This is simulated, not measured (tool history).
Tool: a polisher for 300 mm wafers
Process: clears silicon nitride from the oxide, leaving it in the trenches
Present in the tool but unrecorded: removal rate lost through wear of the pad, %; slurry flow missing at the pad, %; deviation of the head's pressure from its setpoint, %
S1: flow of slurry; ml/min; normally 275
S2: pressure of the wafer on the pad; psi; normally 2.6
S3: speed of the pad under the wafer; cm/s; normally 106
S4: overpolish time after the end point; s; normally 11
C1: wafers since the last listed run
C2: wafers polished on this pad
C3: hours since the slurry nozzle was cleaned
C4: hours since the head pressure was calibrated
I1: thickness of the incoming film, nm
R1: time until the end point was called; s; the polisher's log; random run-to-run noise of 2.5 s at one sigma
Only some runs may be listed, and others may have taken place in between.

run    hour   S1   S2   S3  S4    C1    C2     C3     C4     I1     R1
  1       0  275  2.6  106  11     0    99  389.6  145.8  132.1  147.9
  2      38  275  2.6   84  11   217   316  427.6  183.8  131.5  190.8
  3   108.6  275  2.6   84  11   403   720  498.2  254.4  128.2  193.8
      155.8  -- slurry nozzle cleaned
  4   167.3  225  2.6  106  11   330  1050   11.5  313.1  129.8  156.1
  5   218.7  225  2.6  106  11   293  1344   62.9  364.5  129.8  160.7
  6     286  275  2.6  106  11   384  1729  130.2  431.8  130.5  158.7
  7     348  275  2.6  106  11   354  2084  192.2  493.8  129.3  167.9
  8   394.6  275  2.6  106  11   266  2350  238.8  540.4  128.3  165.6
  9   477.1  275  2.6  106  11   471  2822  321.3  622.9  129.3  175.7
      517.6  -- head pressure recalibrated
 10   518.1  275  2.6  106  11   223  3045  362.3    0.5  128.5  155.7
      537.8  -- worn pad replaced by a new one
 11   563.9  200  2.6  106  11   239   149  408.1   46.3  129.6  151.5
 12     604  275  2.6  106  11   229   378  448.2   86.4  130.2  146.4
 13   785.4  330  2.6  106  11  1037  1416  629.6  267.8  132.2    145
 14   845.9  275  2.4   86  14   346  1762  690.1  328.3  129.1  209.7
        849  -- slurry nozzle cleaned
 15     922  275  2.6  106  11   429  2191     73  404.4  128.3  156.6
 16   978.2  185  2.9  106  17   321  2513  129.2  460.6  128.2  151.7
 17  1028.6  275  2.6  106  11   288  2801  179.6    511  131.4  173.4
     1082.5  -- worn pad replaced by a new one
 18  1114.4  275  2.6  106  11   467   182  265.4  596.8    128    162
     1150.9  -- head pressure recalibrated
 19  1176.6  330  2.6  126   9   344   526  327.6   25.7  131.7  122.9
 20  1269.8  275  2.6   94  11   533  1060  420.8  118.9  128.5  166.5
 21  1310.9  275    3  106  11   235  1295  461.9    160    129  127.6
 22  1416.3  220  2.6  106  11   602  1898  567.3  265.4  129.9  153.5
     1456.4  -- slurry nozzle cleaned
 23  1482.9  275  2.6  106  16   375  2273   26.5    332    130    161
 24  1533.7  215  2.1   70   4   290  2563   77.3  382.8  129.5  310.4
 25  1591.7  200  2.6  126  14   331  2895  135.3  440.8  130.3  146.3
     1617.9  -- worn pad replaced by a new one
 26    1683  275  2.6  106  11   499   372  226.6  532.1  130.8  157.7
     1749.3  -- head pressure recalibrated
 27  1754.8  275  2.6  106  11   399   771  298.4    5.5  128.3  141.9
 28  1792.9  275  2.1   78  11   217   989  336.5   43.6    130  236.1
 29  1863.5  330  1.9  122   8   403  1393  407.1  114.2  131.5  175.8
 30  1955.8  205  2.6  118  11   527  1921  499.4  206.5    128  141.1
 31  1999.7  275  2.6  106  11   251  2172  543.3  250.4  128.7  157.2
 32  2036.8  220  3.1  118   8   212  2384  580.4  287.5  127.3  119.4
 33    2078  215  2.6  106  11   235  2620  621.6  328.7    130  160.7
     2140.2  -- slurry nozzle cleaned
 34  2152.4  310  2.3  106  11   419  3039   12.2  403.1  132.5  192.9
     2220.4  -- worn pad replaced by a new one
 35  2220.9  335    3  106  11   368     3   80.7  471.6  129.9  129.9

Consider 5 possible next runs. They are alternatives, not a sequence: every one starts from the tool as it was left by run 35. What does each give?
  A  2221.4  275  2.6  106  11   2   5  81.2  472.1  129.3   ?
  B  2221.4  300  2.6  106  11   2   5  81.2  472.1  129.3   ?
  C  2221.4  320  3.4  120  11   2   5  81.2  472.1  129.3   ?
  D  2221.4  275  2.6   84   7   2   5  81.2  472.1  129.3   ?
  E  2221.4  275    2  106  11   2   5  81.2  472.1  129.3   ?

run     R1
  A    158
  B  156.6
  C  105.2
  D  199.4
  E  205.4
Stripped of hidden state, with their random variation kept, the same runs would have yielded:
run     R1
  A  147.7
  B  146.4
  C   98.3
  D  186.4
  E    192

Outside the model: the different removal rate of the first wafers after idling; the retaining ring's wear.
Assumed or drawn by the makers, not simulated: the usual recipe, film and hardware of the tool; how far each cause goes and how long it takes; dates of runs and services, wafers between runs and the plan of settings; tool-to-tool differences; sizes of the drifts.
